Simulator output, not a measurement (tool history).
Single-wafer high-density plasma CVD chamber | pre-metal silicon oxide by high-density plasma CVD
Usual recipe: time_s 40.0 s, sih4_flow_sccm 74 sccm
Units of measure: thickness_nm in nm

run    hour  time_s  sih4_flow_sccm  read-back reference wafer on the same gauge, thickness_nm  thickness_nm
  1     0.0    37.0              74                                                    236.426       238.049
  2    95.2    37.6              74                                                    236.669       238.216
  3   167.3    40.0              74                                                    236.738       254.481
  4   247.4    40.0              74                                                    236.907       256.498
  5   297.0    36.6              74                                                    236.868       235.155
  6   435.3    43.9              78                                                    237.192       299.319
  7   540.5    43.9              78                                                    237.539       295.713
  8   644.8    40.0              74                                                    237.502       256.149
  9   686.4    40.0              74                                                    237.957       256.295
 10   764.9    40.0              74                                                    238.241       257.832
 11   803.0    40.0              69                                                    238.297       240.742
 12   909.7    40.0              69                                                    238.819       241.062
 13  1010.8    40.0              69                                                    239.505       241.244
 14  1114.9    40.0              74                                                    239.467       260.625
 15  1171.9    40.0              74                                                    239.847       259.988
 16  1241.6    40.0              74                                                    240.425       262.084
 17  1320.5    40.0              74                                                    240.864       260.491
 18  1407.2    40.0              74                                                    241.540       261.317
     1440.2  -- silane flow controller replaced
 19  1449.0    40.0              74                                                    241.562       262.299
 20  1487.4    40.0              74                                                    241.963       261.320
 21  1528.3    40.0              89                                                    242.194       314.126
 22  1575.5    45.7              88                                                    242.441       353.748
 23  1680.7    40.0              74                                                    243.255       263.095
 24  1841.8    35.4              79                                                    244.693       249.909
 25  1881.7    43.9              78                                                    244.986       308.182
 26  1924.7    47.8              79                                                    245.386       338.238
 27  2007.0    40.0              74                                                    246.361       265.890
 28  2061.0    33.9              79                                                    246.346       242.323
 29  2139.1    40.0              74                                                    247.486       268.862
 30  2205.9    40.0              62                                                    248.033       224.704
     2262.8  -- gauge calibrated
 31  2277.6    40.0              74                                                    235.439       253.518
 32  2333.2    46.2              74                                                    235.528       292.578
 33  2372.8    35.2              61                                                    235.464       185.090
 34  2429.6    40.0              74                                                    235.712       255.647
 35  2521.7    36.9              88                                                    235.563       281.767
 36  2561.8    40.0              74                                                    235.665       255.835
 37  2604.9    47.4              64                                                    235.601       261.563
 38  2816.5    40.0              74                                                    236.119       255.133
 39  2905.3    45.1              66                                                    236.464       257.679
 40  2988.5    37.0              74                                                    236.461       237.246
 41  3068.0    34.8              78                                                    237.046       234.056
 42  3134.0    40.0              74                                                    237.047       257.513
 43  3417.0    33.0              88                                                    238.402       252.390
 44  3456.6    37.9              63                                                    238.676       209.408
 45  3536.0    47.2              61                                                    238.993       251.697

Exercise: give the hidden state of the tool at every run:
delivered silane flow above the setpoint (%): 0 on each run
H1: gauge reads high (%)
run       H1
  1   -0.178
  2   -0.154
  3   -0.125
  4  -0.0805
  5  -0.0473
  6   0.0692
  7    0.181
  8    0.313
  9    0.371
 10    0.489
 11     0.55
 12    0.737
 13    0.932
 14     1.15
 15     1.28
 16     1.45
 17     1.65
 18     1.88
 19        2
 20     2.11
 21     2.23
 22     2.37
 23     2.71
 24     3.25
 25      3.4
 26     3.56
 27     3.87
 28     4.08
 29     4.39
 30     4.67
 31   -0.641
 32   -0.636
 33    -0.63
 34   -0.615
 35   -0.579
 36   -0.559
 37   -0.533
 38   -0.359
 39   -0.261
 40   -0.156
 41  -0.0439
 42    0.058
 43    0.586
 44    0.671
 45    0.852
